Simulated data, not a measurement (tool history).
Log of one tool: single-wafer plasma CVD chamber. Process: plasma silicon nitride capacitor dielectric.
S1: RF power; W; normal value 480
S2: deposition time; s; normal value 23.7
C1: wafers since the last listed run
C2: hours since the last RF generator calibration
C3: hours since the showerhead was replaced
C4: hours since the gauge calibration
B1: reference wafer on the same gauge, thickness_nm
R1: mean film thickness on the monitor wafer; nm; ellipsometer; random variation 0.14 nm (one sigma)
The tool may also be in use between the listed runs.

run   hour   S1    S2    C1      C2      C3     C4      B1      R1
  1      0  480  27.2     0   943.5    2054  138.6  39.697  39.588
  2   49.8  480  27.2  1152   993.3  2103.8  188.4  39.708   39.16
  3  117.2  530    20  1560  1060.7  2171.2  255.8  39.728  30.039
  4  185.6  530    20  1583  1129.1  2239.6  324.2  39.726  29.859
  5    225  520  23.7   912  1168.5    2279  363.6  39.692  35.201
  6    288  520  23.7  1458  1231.5    2342  426.6    39.7  35.275
  7  358.5  480  23.7  1632    1302  2412.5  497.1  39.687  34.429
  8  388.1  480  23.7   685  1331.6  2442.1  526.7  39.653  34.109
  9  446.6  480  23.7  1354  1390.1  2500.6  585.2  39.677  34.286
 10  497.4  480  23.7  1176  1440.9  2551.4    636  39.736  34.145
 11    559  520    20  1426  1502.5    2613  697.6  39.665  29.824
 12  604.3  480  23.7  1048  1547.8  2658.3  742.9  39.642  34.054
     626.8  -- showerhead replaced
     643.3  -- RF generator calibrated
 13  755.2  515  23.7  3123   111.9   128.4  893.8  39.712  35.913
 14  804.6  540  25.8  1143   161.3   177.8  943.2  39.651  40.146
 15  843.4  550  26.6   898   200.1   216.6    982  39.753  41.112

What will run 16 give?
 16  881.1  390  25.3  872  237.8  254.3  1019.7   ?   ?

{"run 16": {"B1": 39.658, "R1": 34.068}}
The same run, on a tool lacking any hidden state, would have yielded R1 34.638 nm.

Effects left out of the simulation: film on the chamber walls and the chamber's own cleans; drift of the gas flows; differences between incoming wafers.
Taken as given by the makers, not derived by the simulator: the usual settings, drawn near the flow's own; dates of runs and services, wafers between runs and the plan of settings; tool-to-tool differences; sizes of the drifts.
